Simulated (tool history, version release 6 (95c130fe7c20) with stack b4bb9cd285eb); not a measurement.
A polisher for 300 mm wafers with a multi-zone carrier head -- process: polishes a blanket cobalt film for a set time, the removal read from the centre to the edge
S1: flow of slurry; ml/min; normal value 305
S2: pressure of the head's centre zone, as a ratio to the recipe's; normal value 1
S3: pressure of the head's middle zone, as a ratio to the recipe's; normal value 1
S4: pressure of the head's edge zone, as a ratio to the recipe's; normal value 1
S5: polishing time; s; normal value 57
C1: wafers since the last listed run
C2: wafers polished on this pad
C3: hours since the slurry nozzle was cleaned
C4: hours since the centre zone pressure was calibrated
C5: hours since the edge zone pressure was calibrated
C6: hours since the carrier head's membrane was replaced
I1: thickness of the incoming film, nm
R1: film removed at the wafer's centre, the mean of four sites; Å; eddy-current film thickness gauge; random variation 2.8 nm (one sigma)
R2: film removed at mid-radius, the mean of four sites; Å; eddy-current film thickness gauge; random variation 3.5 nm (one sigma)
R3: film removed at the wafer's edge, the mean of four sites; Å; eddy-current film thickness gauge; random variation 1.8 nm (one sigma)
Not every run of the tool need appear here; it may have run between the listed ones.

{"run": 1, "hour": 0.0, "S1": 305, "S2": 1, "S3": 1, "S4": 1, "S5": 57, "C1": 0, "C2": 241, "C3": 579.6, "C4": 528.3, "C5": 1222.5, "C6": 626.8, "I1": 799, "R1": 2646, "R2": 2474, "R3": 2469}
{"run": 2, "hour": 26.2, "S1": 305, "S2": 1, "S3": 1, "S4": 1, "S5": 57, "C1": 239, "C2": 481, "C3": 605.8, "C4": 554.5, "C5": 1248.7, "C6": 653, "I1": 786, "R1": 2618, "R2": 2439, "R3": 2475}
{"run": 3, "hour": 56.7, "S1": 305, "S2": 1, "S3": 1, "S4": 1, "S5": 57, "C1": 278, "C2": 759, "C3": 636.3, "C4": 585, "C5": 1279.2, "C6": 683.5, "I1": 792.7, "R1": 2630, "R2": 2477, "R3": 2456}
{"hour": 58.4, "done": "slurry nozzle cleaned"}
{"run": 4, "hour": 91.7, "S1": 390, "S2": 1, "S3": 1, "S4": 1, "S5": 50, "C1": 310, "C2": 1069, "C3": 33.3, "C4": 620, "C5": 1314.2, "C6": 718.5, "I1": 776.1, "R1": 2405, "R2": 2238, "R3": 2197}
{"run": 5, "hour": 113.3, "S1": 305, "S2": 0.93, "S3": 1, "S4": 1, "S5": 57, "C1": 197, "C2": 1266, "C3": 54.9, "C4": 641.6, "C5": 1335.8, "C6": 740.1, "I1": 794.9, "R1": 2517, "R2": 2451, "R3": 2489}
{"hour": 157.2, "done": "worn pad replaced by a new one, of another model than before"}
{"hour": 207.0, "done": "centre zone pressure recalibrated"}
{"run": 6, "hour": 210.5, "S1": 305, "S2": 1, "S3": 1.07, "S4": 1, "S5": 66, "C1": 832, "C2": 468, "C3": 152.1, "C4": 3.5, "C5": 1433, "C6": 837.3, "I1": 771.8, "R1": 2842, "R2": 3073, "R3": 2850}
{"run": 7, "hour": 243.3, "S1": 305, "S2": 1, "S3": 1, "S4": 1, "S5": 57, "C1": 299, "C2": 767, "C3": 184.9, "C4": 36.3, "C5": 1465.8, "C6": 870.1, "I1": 793.4, "R1": 2563, "R2": 2443, "R3": 2456}
{"run": 8, "hour": 276.7, "S1": 305, "S2": 1.08, "S3": 1, "S4": 0.91, "S5": 57, "C1": 304, "C2": 1072, "C3": 218.3, "C4": 69.7, "C5": 1499.2, "C6": 903.5, "I1": 782, "R1": 2730, "R2": 2522, "R3": 2322}
{"run": 9, "hour": 294.2, "S1": 305, "S2": 1, "S3": 1, "S4": 1, "S5": 57, "C1": 159, "C2": 1231, "C3": 235.8, "C4": 87.2, "C5": 1516.7, "C6": 921, "I1": 776.3, "R1": 2547, "R2": 2448, "R3": 2487}
{"run": 10, "hour": 317.8, "S1": 305, "S2": 1, "S3": 1.09, "S4": 1, "S5": 57, "C1": 215, "C2": 1447, "C3": 259.4, "C4": 110.8, "C5": 1540.3, "C6": 944.6, "I1": 795.6, "R1": 2466, "R2": 2691, "R3": 2512}
{"hour": 339.5, "done": "edge zone pressure recalibrated"}
{"hour": 344.1, "done": "worn pad replaced by a new one"}
{"run": 11, "hour": 349.9, "S1": 305, "S2": 1, "S3": 1, "S4": 1.11, "S5": 57, "C1": 238, "C2": 52, "C3": 291.5, "C4": 142.9, "C5": 10.4, "C6": 976.7, "I1": 792.9, "R1": 2538, "R2": 2464, "R3": 2570}
{"hour": 378.7, "done": "carrier head's membrane replaced by a new one"}
{"run": 12, "hour": 384.6, "S1": 305, "S2": 1, "S3": 1, "S4": 1, "S5": 57, "C1": 271, "C2": 323, "C3": 326.2, "C4": 177.6, "C5": 45.1, "C6": 5.9, "I1": 793.3, "R1": 2531, "R2": 2471, "R3": 2452}
{"run": 13, "hour": 403.5, "S1": 305, "S2": 1, "S3": 1.08, "S4": 1, "S5": 38, "C1": 172, "C2": 496, "C3": 345.1, "C4": 196.5, "C5": 64, "C6": 24.8, "I1": 775.9, "R1": 1737, "R2": 1771, "R3": 1650}
{"run": 14, "hour": 418.1, "S1": 305, "S2": 1, "S3": 1, "S4": 1, "S5": 57, "C1": 133, "C2": 629, "C3": 359.7, "C4": 211.1, "C5": 78.6, "C6": 39.4, "I1": 785.6, "R1": 2573, "R2": 2467, "R3": 2502}
{"run": 15, "hour": 439.1, "S1": 305, "S2": 1, "S3": 1, "S4": 1.06, "S5": 57, "C1": 191, "C2": 821, "C3": 380.7, "C4": 232.1, "C5": 99.6, "C6": 60.4, "I1": 783.6, "R1": 2581, "R2": 2531, "R3": 2527}
{"run": 16, "hour": 468.4, "S1": 375, "S2": 1.07, "S3": 1.04, "S4": 1, "S5": 57, "C1": 267, "C2": 1088, "C3": 410, "C4": 261.4, "C5": 128.9, "C6": 89.7, "I1": 792, "R1": 2822, "R2": 2631, "R3": 2498}
{"run": 17, "hour": 481.9, "S1": 305, "S2": 1.09, "S3": 1, "S4": 1, "S5": 57, "C1": 123, "C2": 1211, "C3": 423.5, "C4": 274.9, "C5": 142.4, "C6": 103.2, "I1": 799.7, "R1": 2796, "R2": 2504, "R3": 2473}
{"hour": 502.1, "done": "worn pad replaced by a new one"}
{"run": 18, "hour": 533.2, "S1": 240, "S2": 1.04, "S3": 0.92, "S4": 1, "S5": 69, "C1": 431, "C2": 284, "C3": 474.8, "C4": 326.2, "C5": 193.7, "C6": 154.5, "I1": 794.7, "R1": 3238, "R2": 2816, "R3": 2956}
{"run": 19, "hour": 559.8, "S1": 305, "S2": 0.91, "S3": 1, "S4": 0.92, "S5": 57, "C1": 242, "C2": 526, "C3": 501.4, "C4": 352.8, "C5": 220.3, "C6": 181.1, "I1": 788.2, "R1": 2392, "R2": 2531, "R3": 2361}
{"run": 20, "hour": 582.2, "S1": 305, "S2": 1, "S3": 1, "S4": 1, "S5": 57, "C1": 204, "C2": 731, "C3": 523.8, "C4": 375.2, "C5": 242.7, "C6": 203.5, "I1": 801.7, "R1": 2638, "R2": 2511, "R3": 2496}
{"run": 21, "hour": 603.9, "S1": 305, "S2": 1, "S3": 1, "S4": 1, "S5": 57, "C1": 198, "C2": 929, "C3": 545.5, "C4": 396.9, "C5": 264.4, "C6": 225.2, "I1": 795.2, "R1": 2627, "R2": 2544, "R3": 2437}

Consider 5 possible next runs. They are alternatives, not a sequence: every one starts from the tool as it was left by run 21. What does each give?
{"run": "A", "hour": 604.3, "S1": 305, "S2": 1, "S3": 1, "S4": 1, "S5": 57, "C1": 3, "C2": 933, "C3": 545.9, "C4": 397.3, "C5": 264.8, "C6": 225.6, "I1": 798.2, "R1": "?", "R2": "?", "R3": "?"}
{"run": "B", "hour": 604.3, "S1": 395, "S2": 1, "S3": 1, "S4": 1.1, "S5": 48, "C1": 3, "C2": 933, "C3": 545.9, "C4": 397.3, "C5": 264.8, "C6": 225.6, "I1": 798.2, "R1": "?", "R2": "?", "R3": "?"}
{"run": "C", "hour": 604.3, "S1": 305, "S2": 1.07, "S3": 1.05, "S4": 0.96, "S5": 50, "C1": 3, "C2": 933, "C3": 545.9, "C4": 397.3, "C5": 264.8, "C6": 225.6, "I1": 798.2, "R1": "?", "R2": "?", "R3": "?"}
{"run": "D", "hour": 604.3, "S1": 305, "S2": 1.1, "S3": 0.96, "S4": 0.89, "S5": 57, "C1": 3, "C2": 933, "C3": 545.9, "C4": 397.3, "C5": 264.8, "C6": 225.6, "I1": 798.2, "R1": "?", "R2": "?", "R3": "?"}
{"run": "E", "hour": 604.3, "S1": 305, "S2": 0.9, "S3": 1, "S4": 1, "S5": 47, "C1": 3, "C2": 933, "C3": 545.9, "C4": 397.3, "C5": 264.8, "C6": 225.6, "I1": 798.2, "R1": "?", "R2": "?", "R3": "?"}

run=A R1=2591 R2=2496 R3=2464
run=B R1=2220 R2=2136 R3=2202
run=C R1=2433 R2=2281 R3=2118
run=D R1=2850 R2=2411 R3=2334
run=E R1=1922 R2=2060 R3=2032
The same runs, with their run-to-run variation unchanged, on a tool lacking any hidden condition would have given:
run=A R1=2487 R2=2497 R3=2464
run=B R1=2131 R2=2136 R3=2202
run=C R1=2336 R2=2282 R3=2118
run=D R1=2736 R2=2412 R3=2334
run=E R1=1844 R2=2060 R3=2032
